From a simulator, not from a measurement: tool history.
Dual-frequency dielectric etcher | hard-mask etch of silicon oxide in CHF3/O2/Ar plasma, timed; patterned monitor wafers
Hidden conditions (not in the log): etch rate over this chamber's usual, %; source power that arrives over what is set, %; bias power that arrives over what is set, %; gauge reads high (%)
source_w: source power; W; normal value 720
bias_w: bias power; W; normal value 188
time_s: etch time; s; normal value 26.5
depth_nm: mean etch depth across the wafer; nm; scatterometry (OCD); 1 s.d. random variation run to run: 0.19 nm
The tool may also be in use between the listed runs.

run,hour,source_w,bias_w,time_s,wafers since the last listed run,hours since the last wet clean,hours since the last source power generator calibration,hours since the last bias power generator calibration,hours since the last upper electrode change,hours since the gauge calibration,"read-back reference wafer on the same gauge, depth_nm",depth_nm
1,0.0,720,188,32.5,0,467.8,3511.0,5010.2,5292.0,284.1,50.9,59.7
2,59.1,720,188,32.5,1131,526.9,3570.1,5069.3,5351.1,343.2,50.8,59.1
# hour 91.3: wet clean of the chamber
3,113.4,720,188,26.5,580,22.1,3624.4,5123.6,5405.4,397.5,51.0,50.5
4,152.5,720,188,26.5,748,61.2,3663.5,5162.7,5444.5,436.6,51.0,50.0
5,225.4,720,188,22.0,1395,134.1,3736.4,5235.6,5517.4,509.5,50.9,41.4
6,270.4,720,188,21.5,861,179.1,3781.4,5280.6,5562.4,554.5,50.9,40.2
# hour 338.9: upper electrode replaced
7,357.2,720,188,21.5,1202,265.9,3868.2,5367.4,18.3,641.3,50.9,40.0
8,439.1,790,188,26.5,1568,347.8,3950.1,5449.3,100.2,723.2,51.0,52.0
9,528.9,650,219,33.5,1719,437.6,4039.9,5539.1,190.0,813.0,50.9,59.7
# hour 539.3: source power generator calibrated
# hour 598.2: bias power generator calibrated
# hour 619.9: wet clean of the chamber
10,620.4,790,160,20.0,1182,0.5,81.1,22.2,281.5,904.5,51.0,38.8
# hour 645.2: gauge calibrated
11,687.2,630,223,30.5,1278,67.3,147.9,89.0,348.3,42.0,50.9,55.2
12,790.1,720,188,26.5,1970,170.2,250.8,191.9,451.2,144.9,51.0,49.6
13,870.3,720,188,26.5,1535,250.4,331.0,272.1,531.4,225.1,51.0,49.8
14,913.7,590,164,20.5,830,293.8,374.4,315.5,574.8,268.5,50.9,32.3

Predict the results of run 15:
15,1004.5,670,228,33.5,1738,384.6,465.2,406.3,665.6,359.3,?,?

Run 15 came out at read-back reference wafer on the same gauge, depth_nm 50.9, depth_nm 62.2 nm.
Had the tool carried no hidden state, the very same run would have given depth_nm 63.9 nm.

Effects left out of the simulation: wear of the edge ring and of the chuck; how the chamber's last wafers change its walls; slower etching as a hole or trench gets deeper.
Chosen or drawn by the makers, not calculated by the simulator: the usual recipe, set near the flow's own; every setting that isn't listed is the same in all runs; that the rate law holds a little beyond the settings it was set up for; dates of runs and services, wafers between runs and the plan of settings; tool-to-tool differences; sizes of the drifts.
